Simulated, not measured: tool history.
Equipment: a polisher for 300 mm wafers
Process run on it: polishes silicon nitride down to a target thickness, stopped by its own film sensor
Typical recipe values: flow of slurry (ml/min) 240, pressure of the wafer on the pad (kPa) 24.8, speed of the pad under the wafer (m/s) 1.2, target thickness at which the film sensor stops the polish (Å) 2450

run,hour,flow of slurry (ml/min),pressure of the wafer on the pad (kPa),speed of the pad under the wafer (m/s),target thickness at which the film sensor stops the polish (Å),"incoming thickness of the incoming film, nm",time until the film sensor stopped the polish (s)
1,0,240,24.8,1.2,2450,507.5,127.5
# hour 11.9: head pressure recalibrated
2,13,240,24.8,1.2,2450,509.4,121.2
3,40,240,24.8,1,2450,519.2,146.7
# hour 133: worn pad replaced by a new one
4,147.4,240,24.8,1,2450,512.3,143.6
5,182.3,240,24.8,1,2450,512,149.5
6,198.9,240,24.8,1.2,2450,519.3,128.5
7,227.1,240,24.8,1.2,2450,508.2,126.6
8,244.6,240,24.8,1.2,2450,510.8,128.2
9,269.4,240,24.8,1.2,2000,507.5,148.6
10,283.3,240,24.8,1.2,2450,514.8,130.6
11,354.4,240,24.8,1.2,2450,511.8,133.6
12,381,240,31.7,1.2,2450,518.7,108.4
# hour 405.7: slurry nozzle cleaned
13,408,240,31.7,1.2,2450,513,98.8
# hour 413: worn pad replaced by a new one
14,422.4,240,20.7,1.42,2450,503.4,124.8
15,443.4,240,20.7,1.42,2450,500.3,124.3
16,460.3,240,24.8,1.2,2450,510.1,128.8
17,483.3,240,24.8,1.2,1930,506.5,150.4
18,513.3,240,24.8,1.2,1930,515,152.2
19,527.4,240,28.3,0.94,1970,510.4,159.7
20,549.9,215,24.8,1.56,1710,512.1,134.7
21,574.8,165,29.6,0.8,2450,512,157.3
22,587.2,240,24.8,1.2,2450,513.2,131.6
23,604.8,240,28.3,0.94,1970,499.6,157.7
# hour 630.6: head pressure recalibrated
24,631.7,265,31.7,1.48,2450,499.2,76.5
25,662.6,205,24.8,1.5,2450,513.6,106.5
# hour 679.3: worn pad replaced by a new one
26,743.9,240,28.3,1.32,3280,511.6,70.7
27,756.1,240,24.8,1.2,2450,515.3,126.6
28,774,215,31,1.2,2450,505.7,99.9
29,804.2,180,33.8,1.6,2450,503.6,74.7
30,838.4,165,24.8,1.2,2450,516.1,140.2
31,854.5,240,24.8,0.84,2450,515.2,174.1
32,878.9,240,24.8,1.2,1930,511.9,154.3
33,908.5,240,24.8,1.2,2450,500.7,124.5
34,923.1,205,16.5,1.2,2450,518.5,207.4
# hour 956.1: worn pad replaced by a new one
35,979.1,305,24.8,1.2,1670,504.9,163.3
36,1007.3,240,32.4,1.46,3050,498.9,63

The tool's hidden state at each run:
removal rate lost through wear of the pad, %: 0, the same for each run
H1: slurry flow missing at the pad, %
H2: deviation of the head's pressure from its setpoint, %
run,H1,H2
1,11.5,-5.86
2,12,1.15
3,13.1,0.837
4,18.6,-0.422
5,20.7,-0.831
6,21.7,-1.03
7,23.6,-1.36
8,24.8,-1.56
9,26.6,-1.85
10,27.6,-2.02
11,33.2,-2.85
12,35.5,-3.16
13,1.3,-3.48
14,1.32,-3.65
15,1.39,-3.89
16,1.49,-4.09
17,1.68,-4.36
18,2.03,-4.71
19,2.23,-4.88
20,2.6,-5.14
21,3.09,-5.43
22,3.37,-5.58
23,3.79,-5.78
24,4.5,-0.738
25,5.44,-1.1
26,8.47,-2.05
27,8.99,-2.2
28,9.8,-2.41
29,11.2,-2.76
30,13,-3.16
31,13.9,-3.35
32,15.3,-3.64
33,17.1,-3.98
34,18.1,-4.15
35,21.9,-4.81
36,24,-5.14

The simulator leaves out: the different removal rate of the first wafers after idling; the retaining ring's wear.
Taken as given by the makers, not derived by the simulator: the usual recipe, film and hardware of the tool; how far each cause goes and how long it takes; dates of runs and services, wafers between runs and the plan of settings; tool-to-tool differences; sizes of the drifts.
